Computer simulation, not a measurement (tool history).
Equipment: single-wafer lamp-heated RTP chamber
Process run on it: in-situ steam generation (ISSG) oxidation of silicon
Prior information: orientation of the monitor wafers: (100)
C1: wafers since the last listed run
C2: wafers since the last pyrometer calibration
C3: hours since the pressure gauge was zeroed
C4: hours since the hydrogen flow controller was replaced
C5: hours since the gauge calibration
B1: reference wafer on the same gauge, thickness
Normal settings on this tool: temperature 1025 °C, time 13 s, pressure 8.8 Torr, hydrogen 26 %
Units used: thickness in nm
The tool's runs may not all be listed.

run 1 day=0 | temperature=1025 time=13 pressure=8.8 hydrogen=26 | C1=0 C2=2189 C3=1677.3 C4=3612.6 C5=124.8 | B1=5.079 | thickness=5.253
run 2 day=1.317 | temperature=1025 time=13 pressure=8.8 hydrogen=26 | C1=272 C2=2462 C3=1708.9 C4=3644.2 C5=156.4 | B1=5.084 | thickness=5.174
run 3 day=2.738 | temperature=1025 time=13 pressure=8.8 hydrogen=26 | C1=294 C2=2756 C3=1743 C4=3678.3 C5=190.5 | B1=5.079 | thickness=5.211
run 4 day=3.792 | temperature=1025 time=13 pressure=8.8 hydrogen=26 | C1=218 C2=2974 C3=1768.3 C4=3703.6 C5=215.8 | B1=5.077 | thickness=5.183
run 5 day=5.079 | temperature=1025 time=13 pressure=8.8 hydrogen=26 | C1=266 C2=3241 C3=1799.2 C4=3734.5 C5=246.7 | B1=5.081 | thickness=5.237
-- day=6.7 pressure gauge zeroed
run 6 day=6.721 | temperature=1025 time=17 pressure=8.8 hydrogen=20 | C1=270 C2=3512 C3=0.5 C4=3773.9 C5=286.1 | B1=5.081 | thickness=5.603
run 7 day=7.275 | temperature=1025 time=13 pressure=8.8 hydrogen=26 | C1=114 C2=3627 C3=13.8 C4=3787.2 C5=299.4 | B1=5.081 | thickness=5.251
run 8 day=8.246 | temperature=1013 time=11 pressure=8.8 hydrogen=26 | C1=201 C2=3828 C3=37.1 C4=3810.5 C5=322.7 | B1=5.081 | thickness=4.62
run 9 day=8.983 | temperature=1041 time=16 pressure=9.7 hydrogen=16 | C1=152 C2=3980 C3=54.8 C4=3828.2 C5=340.4 | B1=5.083 | thickness=5.551
-- day=9.333 gauge calibrated
run 10 day=10.05 | temperature=1025 time=8 pressure=8.8 hydrogen=26 | C1=220 C2=4201 C3=80.4 C4=3853.8 C5=17.2 | B1=5.08 | thickness=4.2
-- day=10.7 pyrometer window cleaned and pyrometer calibrated
run 11 day=10.788 | temperature=1013 time=11 pressure=8.8 hydrogen=26 | C1=83 C2=18 C3=98.1 C4=3871.5 C5=34.9 | B1=5.079 | thickness=4.531
-- day=11.508 hydrogen flow controller replaced
run 12 day=13.796 | temperature=1025 time=13 pressure=10 hydrogen=26 | C1=553 C2=572 C3=170.3 C4=54.9 C5=107.1 | B1=5.08 | thickness=5.014
run 13 day=15.254 | temperature=1025 time=16 pressure=10 hydrogen=26 | C1=301 C2=874 C3=205.3 C4=89.9 C5=142.1 | B1=5.083 | thickness=5.563
run 14 day=16.908 | temperature=1025 time=17 pressure=7.5 hydrogen=18 | C1=342 C2=1216 C3=245 C4=129.6 C5=181.8 | B1=5.079 | thickness=5.433
run 15 day=18.167 | temperature=1025 time=13 pressure=10.2 hydrogen=26 | C1=260 C2=1477 C3=275.2 C4=159.8 C5=212 | B1=5.086 | thickness=5.061

Hidden state at the last listed run before each entry between runs and at the first one after, where it differs:
Run 5 -> run 6: pressure gauge zeroed (day 6.7)
  true wafer temperature minus pyrometer reading, K: 5.83 -> 5.96
  measured minus no-state result, thickness: +0.129 -> +0.152 nm
Run 9 -> run 10: gauge calibrated (day 9.333)
  true wafer temperature minus pyrometer reading, K: 6.09 -> 6.14
  measured minus no-state result, thickness: +0.167 -> +0.093 nm
Run 10 -> run 11: pyrometer window cleaned and pyrometer calibrated (day 10.7)
  true wafer temperature minus pyrometer reading, K: 6.14 -> 0.506
  measured minus no-state result, thickness: +0.093 -> +0.009 nm
Run 11 -> run 12: hydrogen flow controller replaced (day 11.508)
  true wafer temperature minus pyrometer reading, K: 0.506 -> 2.76
  measured minus no-state result, thickness: +0.009 -> +0.058 nm
